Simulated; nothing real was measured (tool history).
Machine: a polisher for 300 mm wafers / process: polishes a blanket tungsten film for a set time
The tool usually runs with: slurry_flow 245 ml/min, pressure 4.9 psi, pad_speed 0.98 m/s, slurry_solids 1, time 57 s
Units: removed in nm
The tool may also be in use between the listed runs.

| run | day | slurry_flow | pressure | pad_speed | slurry_solids | time | wafers since the last listed run | wafers polished on this pad | hours since the slurry nozzle was cleaned | hours since the head pressure was calibrated | hours since the slurry blender was calibrated | hours since the slurry got fresh peroxide | incoming thickness of the incoming film, nm | removed |
|---|---|---|---|---|---|---|---|---|---|---|---|---|---|---|
| 1 | 0 | 245 | 4 | 0.98 | 1 | 57 | 0 | 850 | 465.3 | 777.2 | 218.2 | 58.5 | 1218.5 | 242.9 |
| 2 | 0.375 | 245 | 4.9 | 0.98 | 1 | 57 | 123 | 974 | 474.3 | 786.2 | 227.2 | 67.5 | 1205.9 | 296.4 |
|  | 0.908 | worn pad replaced by a new one |
| 3 | 0.929 | 245 | 4.9 | 0.98 | 1 | 57 | 127 | 6 | 487.6 | 799.5 | 240.5 | 80.8 | 1199.7 | 290.1 |
| 4 | 1.233 | 245 | 4.9 | 1.1 | 1 | 57 | 99 | 106 | 494.9 | 806.8 | 247.8 | 88.1 | 1198.8 | 318 |
| 5 | 1.788 | 245 | 4.9 | 1.1 | 1 | 57 | 181 | 288 | 508.2 | 820.1 | 261.1 | 101.4 | 1199.3 | 314.1 |
| 6 | 2.317 | 245 | 4.9 | 1.1 | 1 | 57 | 173 | 461 | 520.9 | 832.8 | 273.8 | 114.1 | 1193.2 | 313.1 |
|  | 2.7 | slurry tank refilled with fresh slurry and peroxide |
|  | 2.921 | head pressure recalibrated |
| 7 | 3.058 | 245 | 4.9 | 0.98 | 1.15 | 57 | 202 | 664 | 538.7 | 3.3 | 291.6 | 8.6 | 1211.1 | 319.1 |
|  | 3.367 | slurry nozzle cleaned |
| 8 | 4.121 | 245 | 4.9 | 0.98 | 1 | 57 | 335 | 999 | 18.1 | 28.8 | 317.1 | 34.1 | 1230.8 | 297.3 |
|  | 4.546 | worn pad replaced by a new one |
| 9 | 4.796 | 315 | 5.8 | 0.98 | 1.1 | 57 | 166 | 82 | 34.3 | 45 | 333.3 | 50.3 | 1227.7 | 362.9 |
|  | 5.1 | slurry blender recalibrated |
| 10 | 5.154 | 245 | 4.9 | 0.98 | 1 | 57 | 90 | 172 | 42.9 | 53.6 | 1.3 | 58.9 | 1237.1 | 292.4 |
| 11 | 5.55 | 245 | 4.9 | 0.98 | 0.75 | 69 | 129 | 302 | 52.4 | 63.1 | 10.8 | 68.4 | 1196.6 | 342.7 |
| 12 | 6.017 | 200 | 3.4 | 1.18 | 1.25 | 57 | 153 | 456 | 63.6 | 74.3 | 22 | 79.6 | 1211.8 | 232.9 |
| 13 | 6.5 | 245 | 4.9 | 1.16 | 0.8 | 57 | 158 | 614 | 75.2 | 85.9 | 33.6 | 91.2 | 1206.9 | 319.8 |
|  | 6.683 | slurry tank refilled with fresh slurry and peroxide |
| 14 | 6.775 | 245 | 4.9 | 0.98 | 1 | 57 | 76 | 691 | 81.8 | 92.5 | 40.2 | 2.2 | 1194.2 | 316.2 |
| 15 | 7.029 | 300 | 4.9 | 0.98 | 1 | 57 | 83 | 774 | 87.9 | 98.6 | 46.3 | 8.3 | 1219.7 | 315.8 |
| 16 | 7.717 | 245 | 4.9 | 1.32 | 1 | 57 | 225 | 1000 | 104.4 | 115.1 | 62.8 | 24.8 | 1210.2 | 370.6 |

4 ways to go on from here, each from the tool as it stands after run 16. What would each give?
| A | 7.733 | 245 | 4.9 | 0.98 | 1 | 57 | 5 | 1006 | 104.8 | 115.5 | 63.2 | 25.2 | 1199 | ? |
| B | 7.733 | 245 | 4.9 | 0.88 | 1 | 57 | 5 | 1006 | 104.8 | 115.5 | 63.2 | 25.2 | 1199 | ? |
| C | 7.733 | 205 | 4.9 | 0.98 | 1 | 57 | 5 | 1006 | 104.8 | 115.5 | 63.2 | 25.2 | 1199 | ? |
| D | 7.733 | 310 | 4.9 | 0.88 | 1 | 66 | 5 | 1006 | 104.8 | 115.5 | 63.2 | 25.2 | 1199 | ? |

| run | removed |
|---|---|
| A | 296.6 |
| B | 276.2 |
| C | 291.8 |
| D | 326 |
Had the tool no hidden state, the same runs would have come out as:
| run | removed |
|---|---|
| A | 318.7 |
| B | 296.7 |
| C | 313.5 |
| D | 350.2 |
